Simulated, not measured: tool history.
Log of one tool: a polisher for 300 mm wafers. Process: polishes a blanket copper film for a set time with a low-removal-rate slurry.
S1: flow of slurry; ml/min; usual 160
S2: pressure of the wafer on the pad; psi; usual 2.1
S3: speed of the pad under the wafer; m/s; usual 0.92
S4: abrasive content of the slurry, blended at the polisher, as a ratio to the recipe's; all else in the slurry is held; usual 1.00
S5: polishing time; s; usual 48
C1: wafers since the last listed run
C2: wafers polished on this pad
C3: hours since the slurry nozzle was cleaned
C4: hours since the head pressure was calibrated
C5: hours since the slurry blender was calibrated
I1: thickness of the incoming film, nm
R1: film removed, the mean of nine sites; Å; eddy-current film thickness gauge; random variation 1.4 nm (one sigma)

| run | hour | S1 | S2 | S3 | S4 | S5 | C1 | C2 | C3 | C4 | C5 | I1 | R1 |
|---|---|---|---|---|---|---|---|---|---|---|---|---|---|
| 1 | 0.0 | 160 | 2.1 | 0.92 | 1.00 | 48 | 0 | 263 | 73.3 | 382.0 | 3.8 | 689.9 | 885 |
| 2 | 37.0 | 160 | 2.1 | 0.92 | 1.00 | 48 | 232 | 495 | 110.3 | 419.0 | 40.8 | 701.7 | 858 |
| 3 | 103.2 | 160 | 2.1 | 0.92 | 1.00 | 48 | 416 | 912 | 176.5 | 485.2 | 107.0 | 675.3 | 849 |
| 4 | 212.6 | 160 | 2.1 | 0.92 | 1.00 | 48 | 687 | 1599 | 285.9 | 594.6 | 216.4 | 697.8 | 797 |
| 5 | 279.8 | 160 | 2.1 | 0.92 | 1.00 | 48 | 422 | 2022 | 353.1 | 661.8 | 283.6 | 690.6 | 800 |
|  | 283.6 | head pressure recalibrated |
| 6 | 306.5 | 160 | 2.1 | 0.92 | 1.00 | 48 | 155 | 2177 | 379.8 | 22.9 | 310.3 | 701.6 | 765 |
|  | 343.7 | slurry blender recalibrated |
|  | 343.9 | slurry nozzle cleaned |
|  | 361.9 | worn pad replaced by a new one |
| 7 | 371.7 | 190 | 2.1 | 0.92 | 1.00 | 48 | 371 | 61 | 27.8 | 88.1 | 28.0 | 691.8 | 957 |
| 8 | 430.4 | 160 | 1.6 | 1.14 | 1.00 | 48 | 369 | 430 | 86.5 | 146.8 | 86.7 | 681.6 | 826 |
| 9 | 491.4 | 160 | 1.6 | 1.14 | 1.00 | 48 | 383 | 814 | 147.5 | 207.8 | 147.7 | 693.7 | 797 |
| 10 | 515.7 | 160 | 1.6 | 1.14 | 1.00 | 48 | 152 | 967 | 171.8 | 232.1 | 172.0 | 689.8 | 790 |
| 11 | 541.9 | 160 | 2.1 | 0.92 | 1.00 | 48 | 164 | 1131 | 198.0 | 258.3 | 198.2 | 689.0 | 823 |
| 12 | 578.7 | 160 | 2.1 | 0.92 | 1.00 | 48 | 231 | 1363 | 234.8 | 295.1 | 235.0 | 688.4 | 833 |
| 13 | 608.4 | 135 | 2.4 | 0.92 | 1.15 | 48 | 186 | 1549 | 264.5 | 324.8 | 264.7 | 695.1 | 975 |
| 14 | 692.2 | 160 | 2.1 | 1.20 | 1.00 | 56 | 526 | 2076 | 348.3 | 408.6 | 348.5 | 697.2 | 1188 |
|  | 699.3 | worn pad replaced by a new one |
| 15 | 727.8 | 160 | 1.4 | 0.92 | 1.00 | 37 | 198 | 179 | 383.9 | 444.2 | 384.1 | 696.7 | 430 |
|  | 746.8 | slurry nozzle cleaned |
| 16 | 758.5 | 160 | 2.1 | 1.04 | 1.15 | 62 | 186 | 365 | 11.7 | 474.9 | 414.8 | 687.6 | 1342 |
|  | 770.9 | slurry blender recalibrated |
| 17 | 785.8 | 200 | 2.1 | 1.10 | 1.00 | 48 | 159 | 525 | 39.0 | 502.2 | 14.9 | 695.4 | 1056 |
| 18 | 825.5 | 160 | 2.1 | 0.92 | 1.00 | 48 | 249 | 774 | 78.7 | 541.9 | 54.6 | 692.0 | 870 |
| 19 | 866.1 | 160 | 2.7 | 0.92 | 1.00 | 54 | 255 | 1029 | 119.3 | 582.5 | 95.2 | 686.0 | 1218 |
| 20 | 915.0 | 160 | 2.1 | 0.92 | 1.00 | 60 | 307 | 1337 | 168.2 | 631.4 | 144.1 | 693.5 | 1032 |
|  | 961.3 | head pressure recalibrated |
| 21 | 985.4 | 160 | 2.1 | 1.06 | 1.00 | 48 | 430 | 1767 | 238.6 | 24.1 | 214.5 | 701.4 | 920 |
| 22 | 1022.8 | 160 | 2.1 | 0.92 | 0.90 | 54 | 235 | 2002 | 276.0 | 61.5 | 251.9 | 702.9 | 888 |
|  | 1058.6 | worn pad replaced by a new one |
| 23 | 1069.4 | 160 | 1.5 | 0.92 | 0.85 | 36 | 267 | 68 | 322.6 | 108.1 | 298.5 | 697.0 | 434 |
|  | 1112.1 | slurry nozzle cleaned |
| 24 | 1120.1 | 160 | 2.1 | 0.92 | 1.00 | 48 | 312 | 380 | 8.0 | 158.8 | 349.2 | 696.7 | 888 |
|  | 1147.4 | slurry blender recalibrated |
| 25 | 1178.3 | 160 | 2.3 | 0.92 | 1.00 | 48 | 353 | 733 | 66.2 | 217.0 | 30.9 | 683.1 | 966 |
| 26 | 1243.3 | 135 | 2.1 | 0.92 | 1.15 | 48 | 408 | 1142 | 131.2 | 282.0 | 95.9 | 695.6 | 845 |
| 27 | 1314.4 | 160 | 2.1 | 0.92 | 1.10 | 48 | 446 | 1589 | 202.3 | 353.1 | 167.0 | 681.6 | 842 |
| 28 | 1373.8 | 160 | 2.1 | 0.92 | 1.00 | 48 | 373 | 1962 | 261.7 | 412.5 | 226.4 | 687.9 | 810 |
| 29 | 1411.7 | 160 | 2.1 | 0.92 | 1.20 | 48 | 238 | 2201 | 299.6 | 450.4 | 264.3 | 691.1 | 865 |
|  | 1463.3 | worn pad replaced by a new one |
| 30 | 1482.6 | 160 | 1.6 | 0.92 | 1.00 | 48 | 420 | 121 | 370.5 | 521.3 | 335.2 | 686.9 | 635 |

Hidden state at the last listed run before each entry between runs and at the first one after, where it differs:
Between runs 5 and 6: head pressure recalibrated (hour 283.6)
  removal rate lost through wear of the pad, %: 10.3 -> 10.4; slurry flow missing at the pad, %: 31.4 -> 35.6
  measured less the result without the state, R1: -146 -> -153 Å
Between runs 6 and 7: slurry blender recalibrated (hour 343.7); slurry nozzle cleaned (hour 343.9); worn pad replaced by a new one (hour 361.9)
  removal rate lost through wear of the pad, %: 10.4 -> 2.1; slurry flow missing at the pad, %: 35.6 -> 1.11
  measured less the result without the state, R1: -153 -> -22 Å
Between runs 14 and 15: worn pad replaced by a new one (hour 699.3)
  removal rate lost through wear of the pad, %: 10.6 -> 2.42; slurry flow missing at the pad, %: 27.1 -> 32.7
  measured less the result without the state, R1: -208 -> -40 Å
Between runs 15 and 16: slurry nozzle cleaned (hour 746.8)
  removal rate lost through wear of the pad, %: 2.42 -> 4.18; slurry flow missing at the pad, %: 32.7 -> 1.21
  measured less the result without the state, R1: -40 -> -60 Å
Between runs 16 and 17: slurry blender recalibrated (hour 770.9)
  removal rate lost through wear of the pad, %: 4.18 -> 5.4; slurry flow missing at the pad, %: 1.21 -> 1.51
  measured less the result without the state, R1: -60 -> -62 Å
Between runs 20 and 21: head pressure recalibrated (hour 961.3)
  removal rate lost through wear of the pad, %: 8.56 -> 9.29; slurry flow missing at the pad, %: 7.28 -> 13.5
  measured less the result without the state, R1: -109 -> -117 Å
Between runs 22 and 23: worn pad replaced by a new one (hour 1058.6)
  removal rate lost through wear of the pad, %: 9.53 -> 2.05; slurry flow missing at the pad, %: 17.6 -> 23.6
  measured less the result without the state, R1: -122 -> -28 Å
Between runs 23 and 24: slurry nozzle cleaned (hour 1112.1)
  removal rate lost through wear of the pad, %: 2.05 -> 5.15; slurry flow missing at the pad, %: 23.6 -> 1.19
  measured less the result without the state, R1: -28 -> -50 Å
Between runs 24 and 25: slurry blender recalibrated (hour 1147.4)
  removal rate lost through wear of the pad, %: 5.15 -> 7.42; slurry flow missing at the pad, %: 1.19 -> 2.12
  measured less the result without the state, R1: -50 -> -80 Å
Between runs 29 and 30: worn pad replaced by a new one (hour 1463.3)
  removal rate lost through wear of the pad, %: 10.5 -> 3.38; slurry flow missing at the pad, %: 20.5 -> 30.8
  measured less the result without the state, R1: -136 -> -62 Å
